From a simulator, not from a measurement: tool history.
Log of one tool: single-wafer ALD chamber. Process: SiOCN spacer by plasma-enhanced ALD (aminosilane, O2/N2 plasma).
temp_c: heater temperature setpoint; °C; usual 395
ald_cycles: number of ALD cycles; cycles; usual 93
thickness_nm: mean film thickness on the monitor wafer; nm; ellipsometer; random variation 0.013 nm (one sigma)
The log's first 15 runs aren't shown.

run	hour	temp_c	ald_cycles	wafers since the last listed run	hours since the last thermocouple change	hours since the gauge calibration	read-back reference wafer on the same gauge, thickness_nm	thickness_nm
16	973.9	395	93	220	1419.8	1641.9	4.720	5.182
# hour 977.6: gauge calibrated
17	1011.0	395	93	130	1456.9	33.4	4.854	5.317
18	1079.5	395	93	241	1525.4	101.9	4.846	5.343
19	1114.0	383	107	121	1559.9	136.4	4.829	6.130
20	1169.5	407	93	195	1615.4	191.9	4.831	5.233
21	1229.9	399	75	213	1675.8	252.3	4.816	4.271
22	1259.6	395	93	104	1705.5	282.0	4.811	5.289
23	1308.6	399	109	172	1754.5	331.0	4.811	6.188
24	1344.3	410	84	125	1790.2	366.7	4.805	4.656
25	1407.7	384	76	223	1853.6	430.1	4.797	4.313
26	1456.2	395	93	171	1902.1	478.6	4.791	5.273
27	1498.9	408	102	150	1944.8	521.3	4.790	5.666
28	1554.5	401	99	196	2000.4	576.9	4.786	5.590
29	1585.1	391	104	107	2031.0	607.5	4.784	5.882
30	1632.4	381	112	166	2078.3	654.8	4.776	6.326
# hour 1668.2: thermocouple changed; heater temperature recalibrated
31	1681.7	391	105	145	13.5	704.1	4.777	5.915
32	1720.7	395	93	137	52.5	743.1	4.777	5.246
33	1775.7	405	81	194	107.5	798.1	4.775	4.530
34	1987.8	395	106	748	319.6	1010.2	4.761	5.982
35	2027.8	382	102	141	359.6	1050.2	4.761	5.738
36	2088.9	390	85	215	420.7	1111.3	4.760	4.768

4 ways to go on from here, each from the tool as it stands after run 36. What would each give?
A	2089.5	387	93	2	421.3	1111.9	?	?
B	2089.5	386	83	2	421.3	1111.9	?	?
C	2089.5	391	111	2	421.3	1111.9	?	?
D	2089.5	395	100	2	421.3	1111.9	?	?

run	read-back reference wafer on the same gauge, thickness_nm	thickness_nm
A	4.759	5.225
B	4.759	4.663
C	4.759	6.236
D	4.759	5.618
Without the tool's hidden state the same runs would have given:
run	thickness_nm
A	5.314
B	4.742
C	6.342
D	5.714
